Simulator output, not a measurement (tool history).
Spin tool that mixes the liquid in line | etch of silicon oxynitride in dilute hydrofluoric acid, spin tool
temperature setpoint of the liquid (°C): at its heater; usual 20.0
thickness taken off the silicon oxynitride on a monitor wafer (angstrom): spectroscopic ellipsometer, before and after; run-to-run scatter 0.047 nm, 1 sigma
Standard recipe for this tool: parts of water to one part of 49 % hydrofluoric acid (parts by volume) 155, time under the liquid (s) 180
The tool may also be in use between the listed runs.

run	hour	temperature setpoint of the liquid (°C)	parts of water to one part of 49 % hydrofluoric acid (parts by volume)	time under the liquid (s)	read-back film thickness of the silicon oxynitride reference wafer, read on the same gauge (nm)	thickness taken off the silicon oxynitride on a monitor wafer (angstrom)
1	0.0	20.0	155	180	40.021	48.54
2	83.9	20.0	155	180	40.014	47.25
3	133.5	20.0	155	180	40.007	48.35
4	216.6	20.0	155	115	40.030	31.24
5	308.2	20.0	155	115	40.016	31.20
6	561.8	20.0	155	115	39.994	31.55
7	613.4	20.0	155	180	39.980	49.75
8	717.0	20.0	155	180	40.005	50.07
9	815.1	20.0	155	180	40.051	50.39
# hour 916.0: hydrofluoric acid flow meter replaced
10	967.5	20.0	155	180	40.003	51.59
# hour 992.7: gauge calibrated
11	1013.6	20.0	155	180	39.990	50.37
12	1113.0	20.0	155	180	40.023	51.33
13	1173.0	20.0	155	180	39.998	51.96
14	1250.7	20.0	155	180	39.957	51.61
15	1346.6	18.5	180	180	39.985	40.82
# hour 1367.1: thermometer replaced
16	1425.0	20.0	155	85	39.994	22.46
17	1528.4	20.0	155	180	40.018	48.93
18	1585.0	23.5	230	125	40.012	25.52
19	1640.5	17.0	130	230	39.990	65.18
20	1748.4	22.0	155	110	39.986	32.74
21	1794.9	21.5	90	115	39.959	61.84
22	1917.2	20.0	155	180	40.038	49.43
23	1954.6	18.5	125	90	40.007	29.29
24	1998.0	17.0	215	115	39.982	19.15
25	2058.9	20.0	85	180	40.032	95.22
26	2133.9	20.0	205	180	40.008	36.44
27	2222.2	20.0	155	180	40.022	50.83
28	2276.0	20.0	210	80	39.967	16.05

For each run, the measured value with the value that run would have given without the tool's hidden condition subtracted. The run-to-run variation is shared by both, the gauge scatter possibly not:
Hidden state at play: liquid hotter than its thermometer reads (K); hydrofluoric acid flow below the setpoint (%); gauge reads high (%).
run	thickness taken off the silicon oxynitride on a monitor wafer (angstrom)
1	+0.28
2	+0.54
3	+0.71
4	+0.63
5	+0.82
6	+1.33
7	+2.25
8	+2.60
9	+2.92
10	+3.48
11	+3.53
12	+3.91
13	+4.13
14	+4.35
15	+3.69
16	+0.22
17	+0.83
18	+0.49
19	+1.62
20	+0.99
21	+2.15
22	+2.06
23	+1.33
24	+0.89
25	+5.00
26	+1.96
27	+3.09
28	+1.00
